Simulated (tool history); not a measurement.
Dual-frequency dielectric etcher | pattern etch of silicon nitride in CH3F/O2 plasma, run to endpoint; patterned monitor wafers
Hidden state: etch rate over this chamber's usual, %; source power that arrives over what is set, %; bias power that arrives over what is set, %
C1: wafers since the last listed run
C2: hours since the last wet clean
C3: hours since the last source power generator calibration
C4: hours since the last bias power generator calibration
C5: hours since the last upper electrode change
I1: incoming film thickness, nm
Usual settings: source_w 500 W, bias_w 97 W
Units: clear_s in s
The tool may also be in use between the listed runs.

run 1 hour=0 | source_w=540 bias_w=97 | C1=0 C2=253.8 C3=1530.3 C4=2193 C5=4626.1 | I1=69.1 | clear_s=65.3
run 2 hour=80.8 | source_w=540 bias_w=97 | C1=632 C2=334.6 C3=1611.1 C4=2273.8 C5=4706.9 | I1=69.7 | clear_s=67.1
run 3 hour=135.5 | source_w=410 bias_w=97 | C1=428 C2=389.3 C3=1665.8 C4=2328.5 C5=4761.6 | I1=69.7 | clear_s=73
run 4 hour=232.7 | source_w=500 bias_w=97 | C1=760 C2=486.5 C3=1763 C4=2425.7 C5=4858.8 | I1=69.6 | clear_s=70.6
-- hour=279.9 wet clean of the chamber
run 5 hour=294.7 | source_w=500 bias_w=97 | C1=297 C2=14.8 C3=1825 C4=2487.7 C5=4920.8 | I1=69.7 | clear_s=66.5
run 6 hour=389.2 | source_w=500 bias_w=97 | C1=739 C2=109.3 C3=1919.5 C4=2582.2 C5=5015.3 | I1=70.3 | clear_s=67.4
run 7 hour=485.5 | source_w=500 bias_w=97 | C1=753 C2=205.6 C3=2015.8 C4=2678.5 C5=5111.6 | I1=68.9 | clear_s=66.1
run 8 hour=528.7 | source_w=500 bias_w=97 | C1=338 C2=248.8 C3=2059 C4=2721.7 C5=5154.8 | I1=69.7 | clear_s=67.5
-- hour=618.9 upper electrode replaced
run 9 hour=624.6 | source_w=500 bias_w=97 | C1=562 C2=344.7 C3=2154.9 C4=2817.6 C5=5.7 | I1=70.1 | clear_s=68.1
-- hour=752.6 bias power generator calibrated
run 10 hour=845 | source_w=500 bias_w=97 | C1=1693 C2=565.1 C3=2375.3 C4=92.4 C5=226.1 | I1=69.9 | clear_s=70.3
-- hour=913.3 wet clean of the chamber
run 11 hour=934.5 | source_w=500 bias_w=97 | C1=512 C2=21.2 C3=2464.8 C4=181.9 C5=315.6 | I1=69.1 | clear_s=66
run 12 hour=1036.3 | source_w=500 bias_w=97 | C1=796 C2=123 C3=2566.6 C4=283.7 C5=417.4 | I1=69.6 | clear_s=67.3
run 13 hour=1134.3 | source_w=400 bias_w=77 | C1=766 C2=221 C3=2664.6 C4=381.7 C5=515.4 | I1=70.4 | clear_s=75.9
run 14 hour=1217.9 | source_w=620 bias_w=107 | C1=654 C2=304.6 C3=2748.2 C4=465.3 C5=599 | I1=69.6 | clear_s=62.4
run 15 hour=1262.6 | source_w=500 bias_w=97 | C1=349 C2=349.3 C3=2792.9 C4=510 C5=643.7 | I1=68.8 | clear_s=69
run 16 hour=1304.2 | source_w=530 bias_w=97 | C1=325 C2=390.9 C3=2834.5 C4=551.6 C5=685.3 | I1=69.6 | clear_s=67.6
run 17 hour=1345.5 | source_w=540 bias_w=97 | C1=323 C2=432.2 C3=2875.8 C4=592.9 C5=726.6 | I1=70 | clear_s=67.2
-- hour=1462.8 wet clean of the chamber
run 18 hour=1463.3 | source_w=610 bias_w=104 | C1=733 C2=0.5 C3=2993.6 C4=710.7 C5=844.4 | I1=69.6 | clear_s=61.4
run 19 hour=1517.9 | source_w=540 bias_w=86 | C1=427 C2=55.1 C3=3048.2 C4=765.3 C5=899 | I1=69.5 | clear_s=66.1
-- hour=1592.9 source power generator calibrated
run 20 hour=1624.7 | source_w=500 bias_w=97 | C1=804 C2=161.9 C3=31.8 C4=872.1 C5=1005.8 | I1=68.9 | clear_s=65.8
run 21 hour=1724.2 | source_w=400 bias_w=86 | C1=778 C2=261.4 C3=131.3 C4=971.6 C5=1105.3 | I1=69.7 | clear_s=73.7
run 22 hour=1762.3 | source_w=450 bias_w=87 | C1=298 C2=299.5 C3=169.4 C4=1009.7 C5=1143.4 | I1=70.2 | clear_s=72.2
run 23 hour=1858.1 | source_w=580 bias_w=104 | C1=749 C2=395.3 C3=265.2 C4=1105.5 C5=1239.2 | I1=70.2 | clear_s=65.4
-- hour=1965.4 wet clean of the chamber
run 24 hour=1965.9 | source_w=620 bias_w=90 | C1=655 C2=0.5 C3=373 C4=1213.3 C5=1347 | I1=70.1 | clear_s=63.2
run 25 hour=2002.9 | source_w=500 bias_w=110 | C1=289 C2=37.5 C3=410 C4=1250.3 C5=1384 | I1=69.6 | clear_s=63.2

Hidden state or all else? Some run-to-run changes of clear_s, split into what the settings, what came in and random variation would give without the hidden state, and what is left for the hidden state (with any gauge scatter that isn't in both results):
Run 4 -> 5: wet clean of the chamber. clear_s -4.1 s: hidden state -3.4, all else -0.7.
Run 10 -> 11: wet clean of the chamber. clear_s -4.3 s: hidden state -3.6, all else -0.7.
Run 12 -> 13: source_w 500 -> 400, bias_w 97 -> 77. clear_s +8.6 s: hidden state +0.8, all else +7.8.
Run 13 -> 14: source_w 400 -> 620, bias_w 77 -> 107. clear_s -13.5 s: hidden state +0.2, all else -13.7.
